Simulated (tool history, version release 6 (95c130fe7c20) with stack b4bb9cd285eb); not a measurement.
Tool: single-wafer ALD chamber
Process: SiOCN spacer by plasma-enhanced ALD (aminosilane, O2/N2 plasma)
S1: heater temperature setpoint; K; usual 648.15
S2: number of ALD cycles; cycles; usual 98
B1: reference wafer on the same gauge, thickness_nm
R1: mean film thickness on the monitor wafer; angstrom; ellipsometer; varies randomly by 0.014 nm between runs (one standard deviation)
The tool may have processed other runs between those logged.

| run | hour | S1 | S2 | B1 | R1 |
|---|---|---|---|---|---|
| 1 | 0.0 | 648.15 | 98 | 5.242 | 56.19 |
| 2 | 9.7 | 648.15 | 98 | 5.241 | 55.97 |
| 3 | 18.8 | 648.15 | 98 | 5.242 | 56.12 |
| 4 | 26.9 | 658.15 | 89 | 5.233 | 51.03 |
| 5 | 37.6 | 648.15 | 98 | 5.238 | 56.04 |
| 6 | 47.3 | 648.15 | 90 | 5.238 | 51.55 |
| 7 | 63.4 | 648.15 | 90 | 5.245 | 51.66 |
| 8 | 78.1 | 648.15 | 90 | 5.242 | 51.59 |
| 9 | 91.6 | 648.15 | 98 | 5.240 | 56.26 |
| 10 | 103.6 | 640.15 | 85 | 5.242 | 48.66 |
| 11 | 110.3 | 652.15 | 111 | 5.237 | 63.51 |
| 12 | 118.4 | 648.15 | 90 | 5.238 | 51.69 |
| 13 | 128.3 | 638.15 | 81 | 5.237 | 46.28 |
| 14 | 134.6 | 641.15 | 93 | 5.240 | 53.25 |
| 15 | 149.5 | 648.15 | 98 | 5.237 | 56.26 |
| 16 | 156.8 | 654.15 | 92 | 5.240 | 52.81 |
| 17 | 174.1 | 640.15 | 98 | 5.237 | 56.27 |
| 18 | 209.9 | 643.15 | 107 | 5.240 | 61.43 |
| 19 | 224.3 | 648.15 | 98 | 5.240 | 56.25 |

Not shown here: 3 entries made in the log between runs. Locate each between two listed runs and compare the hidden state at the listed run before it with the hidden state at the listed run after it:
In the gap between runs 8 and 9: gauge calibrated (hour 79.4)
  no difference in the tool's unlogged condition between these two runs
In the gap between runs 9 and 10: thermocouple changed; heater temperature recalibrated (hour 102.1)
  no difference in the tool's unlogged condition between these two runs
In the gap between runs 18 and 19: gauge calibrated (hour 222.9)
  no difference in the tool's unlogged condition between these two runs
